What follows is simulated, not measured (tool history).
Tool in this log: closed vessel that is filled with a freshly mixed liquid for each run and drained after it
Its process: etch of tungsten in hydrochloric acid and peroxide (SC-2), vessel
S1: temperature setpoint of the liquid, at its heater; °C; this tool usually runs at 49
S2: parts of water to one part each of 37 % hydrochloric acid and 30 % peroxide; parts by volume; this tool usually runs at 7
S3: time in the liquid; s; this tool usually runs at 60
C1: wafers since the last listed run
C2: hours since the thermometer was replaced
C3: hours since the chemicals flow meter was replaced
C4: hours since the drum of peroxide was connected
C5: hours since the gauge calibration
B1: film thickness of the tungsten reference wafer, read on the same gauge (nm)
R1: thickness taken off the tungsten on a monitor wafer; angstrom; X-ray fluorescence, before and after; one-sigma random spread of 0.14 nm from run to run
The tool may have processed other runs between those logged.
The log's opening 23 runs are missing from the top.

run,hour,S1,S2,S3,C1,C2,C3,C4,C5,B1,R1
24,1787,46,10.5,90,5731,187.9,491,567.6,79.5,130.02,174.8
25,1843.7,49,7,60,6605,244.6,547.7,624.3,136.2,129.98,198.4
26,1918.3,58.5,7,60,8690,319.2,622.3,698.9,210.8,130.01,374.6
27,1971.1,55.5,6,30,6151,372,675.1,751.7,263.6,130.02,169.1
28,2018.2,49,8,75,5487,419.1,722.2,798.8,310.7,129.99,221.9
29,2112.7,49,7,60,11009,513.6,816.7,893.3,405.2,130.01,197.2
30,2171.8,49,7,60,6885,572.7,875.8,952.4,464.3,130.01,196.8
31,2227.9,49,7,60,6535,628.8,931.9,1008.5,520.4,130,192.8

Here are 3 independent what-if runs from the current tool condition. What would each one return?
A,2228.6,49,10,60,81,629.5,932.6,1009.2,521.1,?,?
B,2228.6,51.5,7,60,81,629.5,932.6,1009.2,521.1,?,?
C,2228.6,41,4.5,60,81,629.5,932.6,1009.2,521.1,?,?

run,B1,R1
A,129.97,146.9
B,129.97,231.7
C,129.97,157
What these runs would have given with no unlogged condition in the tool:
run,R1
A,153.7
B,242
C,163.7

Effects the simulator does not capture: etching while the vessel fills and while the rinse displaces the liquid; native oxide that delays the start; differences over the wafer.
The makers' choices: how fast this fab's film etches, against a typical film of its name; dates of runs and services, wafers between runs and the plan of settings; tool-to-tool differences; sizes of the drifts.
